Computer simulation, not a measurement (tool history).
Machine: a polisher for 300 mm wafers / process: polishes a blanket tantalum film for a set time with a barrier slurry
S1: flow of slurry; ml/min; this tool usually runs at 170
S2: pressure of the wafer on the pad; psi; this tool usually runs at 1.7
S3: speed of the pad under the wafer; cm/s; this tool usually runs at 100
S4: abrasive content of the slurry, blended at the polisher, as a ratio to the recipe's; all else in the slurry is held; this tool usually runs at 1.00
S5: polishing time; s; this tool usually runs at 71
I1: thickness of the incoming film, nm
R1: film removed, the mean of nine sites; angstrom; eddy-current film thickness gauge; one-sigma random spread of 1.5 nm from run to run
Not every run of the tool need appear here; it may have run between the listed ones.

| run | hour | S1 | S2 | S3 | S4 | S5 | I1 | R1 |
|---|---|---|---|---|---|---|---|---|
| 1 | 0.0 | 190 | 1.7 | 100 | 1.00 | 71 | 447.9 | 946 |
|  | 86.7 | worn pad replaced by a new one |
|  | 133.8 | slurry blender recalibrated |
| 2 | 191.3 | 190 | 1.7 | 100 | 1.00 | 71 | 454.1 | 991 |
| 3 | 242.6 | 170 | 1.7 | 100 | 1.00 | 71 | 452.9 | 965 |
| 4 | 286.7 | 155 | 1.7 | 100 | 1.00 | 71 | 454.3 | 949 |
|  | 343.7 | worn pad replaced by a new one |
|  | 351.6 | slurry blender recalibrated |
| 5 | 358.2 | 170 | 1.7 | 100 | 1.00 | 61 | 449.2 | 871 |
|  | 378.4 | head pressure recalibrated |
| 6 | 387.3 | 170 | 1.7 | 100 | 1.00 | 71 | 451.3 | 1005 |
| 7 | 412.8 | 170 | 1.7 | 100 | 1.00 | 71 | 452.9 | 1014 |
| 8 | 476.5 | 170 | 1.7 | 100 | 1.00 | 71 | 453.0 | 995 |
| 9 | 522.8 | 170 | 1.7 | 100 | 1.20 | 71 | 449.2 | 1007 |
|  | 571.3 | slurry blender recalibrated |
| 10 | 571.8 | 185 | 1.1 | 100 | 1.00 | 71 | 455.9 | 621 |
|  | 609.4 | worn pad replaced by a new one |
|  | 612.5 | slurry nozzle cleaned |
| 11 | 685.2 | 190 | 1.7 | 124 | 1.00 | 71 | 450.1 | 1245 |
| 12 | 729.6 | 170 | 1.4 | 100 | 1.00 | 71 | 453.6 | 831 |
|  | 749.0 | slurry blender recalibrated |
| 13 | 798.6 | 170 | 1.7 | 100 | 0.75 | 71 | 449.7 | 899 |
| 14 | 843.1 | 190 | 1.7 | 100 | 1.00 | 71 | 458.8 | 949 |
|  | 880.6 | worn pad replaced by a new one |
| 15 | 903.8 | 185 | 1.1 | 100 | 1.00 | 71 | 449.7 | 677 |
| 16 | 938.8 | 170 | 1.7 | 100 | 1.30 | 71 | 457.5 | 1066 |
|  | 946.3 | slurry blender recalibrated |
| 17 | 999.0 | 170 | 1.7 | 100 | 1.00 | 71 | 451.2 | 1000 |
| 18 | 1035.1 | 170 | 1.7 | 90 | 1.25 | 46 | 459.1 | 591 |

What if the next run were any one of these 4? Each begins from the tool's condition after run 18:
| A | 1035.6 | 170 | 1.7 | 100 | 1.00 | 71 | 445.3 | ? |
| B | 1035.6 | 170 | 1.7 | 132 | 1.00 | 71 | 445.3 | ? |
| C | 1035.6 | 115 | 1.7 | 124 | 1.10 | 49 | 445.3 | ? |
| D | 1035.6 | 170 | 1.7 | 100 | 0.85 | 71 | 445.3 | ? |

| run | R1 |
|---|---|
| A | 963 |
| B | 1271 |
| C | 798 |
| D | 924 |
Without the tool's hidden state the same runs would have given:
| run | R1 |
|---|---|
| A | 1009 |
| B | 1331 |
| C | 836 |
| D | 968 |

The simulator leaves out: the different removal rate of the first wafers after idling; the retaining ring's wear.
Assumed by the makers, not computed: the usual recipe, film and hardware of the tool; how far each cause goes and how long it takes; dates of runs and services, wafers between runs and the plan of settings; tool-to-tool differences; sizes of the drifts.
